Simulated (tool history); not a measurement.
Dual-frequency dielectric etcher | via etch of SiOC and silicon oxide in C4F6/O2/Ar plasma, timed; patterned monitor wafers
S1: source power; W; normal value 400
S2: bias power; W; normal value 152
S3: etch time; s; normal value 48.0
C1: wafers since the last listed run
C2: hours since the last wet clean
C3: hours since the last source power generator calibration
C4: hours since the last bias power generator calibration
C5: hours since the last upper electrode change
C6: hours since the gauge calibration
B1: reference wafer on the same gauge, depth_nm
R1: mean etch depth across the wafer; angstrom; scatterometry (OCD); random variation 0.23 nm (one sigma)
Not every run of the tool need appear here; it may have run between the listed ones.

| run | day | S1 | S2 | S3 | C1 | C2 | C3 | C4 | C5 | C6 | B1 | R1 |
|---|---|---|---|---|---|---|---|---|---|---|---|---|
| 1 | 0.000 | 400 | 152 | 51.5 | 0 | 225.9 | 1623.7 | 2546.5 | 4558.2 | 46.3 | 55.7 | 589 |
| 2 | 1.458 | 400 | 152 | 51.5 | 493 | 260.9 | 1658.7 | 2581.5 | 4593.2 | 81.3 | 55.6 | 584 |
| 3 | 3.233 | 400 | 152 | 51.5 | 600 | 303.5 | 1701.3 | 2624.1 | 4635.8 | 123.9 | 55.5 | 586 |
| 4 | 5.496 | 360 | 152 | 56.0 | 764 | 357.8 | 1755.6 | 2678.4 | 4690.1 | 178.2 | 55.5 | 614 |
| 5 | 6.854 | 360 | 152 | 56.0 | 459 | 390.4 | 1788.2 | 2711.0 | 4722.7 | 210.8 | 55.5 | 615 |
|  | 8.879 | wet clean of the chamber |
| 6 | 8.900 | 360 | 152 | 56.0 | 353 | 0.5 | 1837.3 | 2760.1 | 4771.8 | 259.9 | 55.6 | 618 |
| 7 | 10.775 | 490 | 130 | 36.0 | 633 | 45.5 | 1882.3 | 2805.1 | 4816.8 | 304.9 | 55.4 | 420 |
| 8 | 12.796 | 400 | 152 | 48.0 | 683 | 94.0 | 1930.8 | 2853.6 | 4865.3 | 353.4 | 55.6 | 547 |
| 9 | 14.162 | 470 | 189 | 48.0 | 462 | 126.8 | 1963.6 | 2886.4 | 4898.1 | 386.2 | 55.6 | 624 |
| 10 | 15.246 | 400 | 184 | 48.0 | 366 | 152.8 | 1989.6 | 2912.4 | 4924.1 | 412.2 | 55.6 | 588 |
| 11 | 17.271 | 480 | 116 | 54.5 | 684 | 201.4 | 2038.2 | 2961.0 | 4972.7 | 460.8 | 55.6 | 611 |
| 12 | 19.704 | 400 | 168 | 48.0 | 822 | 259.8 | 2096.6 | 3019.4 | 5031.1 | 519.2 | 55.8 | 570 |
| 13 | 22.588 | 400 | 139 | 38.0 | 974 | 329.0 | 2165.8 | 3088.6 | 5100.3 | 588.4 | 55.5 | 422 |
| 14 | 24.533 | 370 | 152 | 48.0 | 657 | 375.7 | 2212.5 | 3135.3 | 5147.0 | 635.1 | 55.7 | 533 |
|  | 25.804 | bias power generator calibrated |
| 15 | 26.929 | 400 | 152 | 48.0 | 753 | 433.2 | 2270.0 | 27.0 | 5204.5 | 692.6 | 55.6 | 551 |
|  | 29.988 | upper electrode replaced |
|  | 30.746 | wet clean of the chamber |
| 16 | 30.767 | 400 | 152 | 51.5 | 703 | 0.5 | 2362.1 | 119.1 | 18.7 | 784.7 | 55.5 | 586 |
| 17 | 31.229 | 400 | 152 | 42.0 | 156 | 11.6 | 2373.2 | 130.2 | 29.8 | 795.8 | 55.6 | 483 |
| 18 | 32.938 | 400 | 152 | 48.0 | 577 | 52.6 | 2414.2 | 171.2 | 70.8 | 836.8 | 55.5 | 549 |
| 19 | 34.567 | 450 | 114 | 60.0 | 550 | 91.7 | 2453.3 | 210.3 | 109.9 | 875.9 | 55.5 | 656 |
| 20 | 37.138 | 350 | 126 | 37.0 | 869 | 153.4 | 2515.0 | 272.0 | 171.6 | 937.6 | 55.7 | 378 |
|  | 37.342 | source power generator calibrated |
| 21 | 45.371 | 400 | 152 | 48.0 | 2727 | 351.0 | 192.7 | 469.6 | 369.2 | 1135.2 | 55.6 | 541 |
| 22 | 47.883 | 430 | 165 | 60.5 | 849 | 411.3 | 253.0 | 529.9 | 429.5 | 1195.5 | 55.6 | 722 |
|  | 49.467 | wet clean of the chamber |
| 23 | 49.912 | 400 | 152 | 55.0 | 347 | 10.7 | 301.7 | 578.6 | 478.2 | 1244.2 | 55.6 | 620 |
| 24 | 51.967 | 400 | 152 | 48.0 | 694 | 60.0 | 351.0 | 627.9 | 527.5 | 1293.5 | 55.6 | 545 |
| 25 | 53.642 | 320 | 133 | 61.0 | 566 | 100.2 | 391.2 | 668.1 | 567.7 | 1333.7 | 55.7 | 606 |
|  | 55.275 | gauge calibrated |
| 26 | 56.475 | 320 | 121 | 48.0 | 957 | 168.2 | 459.2 | 736.1 | 635.7 | 28.8 | 55.6 | 463 |
| 27 | 57.617 | 400 | 152 | 48.0 | 385 | 195.6 | 486.6 | 763.5 | 663.1 | 56.2 | 55.5 | 542 |
| 28 | 58.983 | 400 | 152 | 48.0 | 462 | 228.4 | 519.4 | 796.3 | 695.9 | 89.0 | 55.6 | 542 |
| 29 | 61.250 | 430 | 140 | 48.0 | 766 | 282.8 | 573.8 | 850.7 | 750.3 | 143.4 | 55.6 | 537 |
| 30 | 62.283 | 400 | 152 | 48.0 | 349 | 307.6 | 598.6 | 875.5 | 775.1 | 168.2 | 55.5 | 540 |

Measured less the same run without the tool's hidden state. The same run-to-run variation is in both; the gauge's scatter may not be:
Hidden conditions of the tool in this case: etch rate over this chamber's usual, %; source power that arrives over what is set, %; bias power that arrives over what is set, %; gauge reads high (%).
| run | R1 |
|---|---|
| 1 | +7 |
| 2 | +7 |
| 3 | +7 |
| 4 | +7 |
| 5 | +7 |
| 6 | +8 |
| 7 | +6 |
| 8 | +7 |
| 9 | +8 |
| 10 | +8 |
| 11 | +8 |
| 12 | +9 |
| 13 | +7 |
| 14 | +8 |
| 15 | +8 |
| 16 | +9 |
| 17 | +8 |
| 18 | +9 |
| 19 | +11 |
| 20 | +7 |
| 21 | +0 |
| 22 | +0 |
| 23 | +0 |
| 24 | +0 |
| 25 | +1 |
| 26 | +0 |
| 27 | +1 |
| 28 | +2 |
| 29 | +1 |
| 30 | +2 |
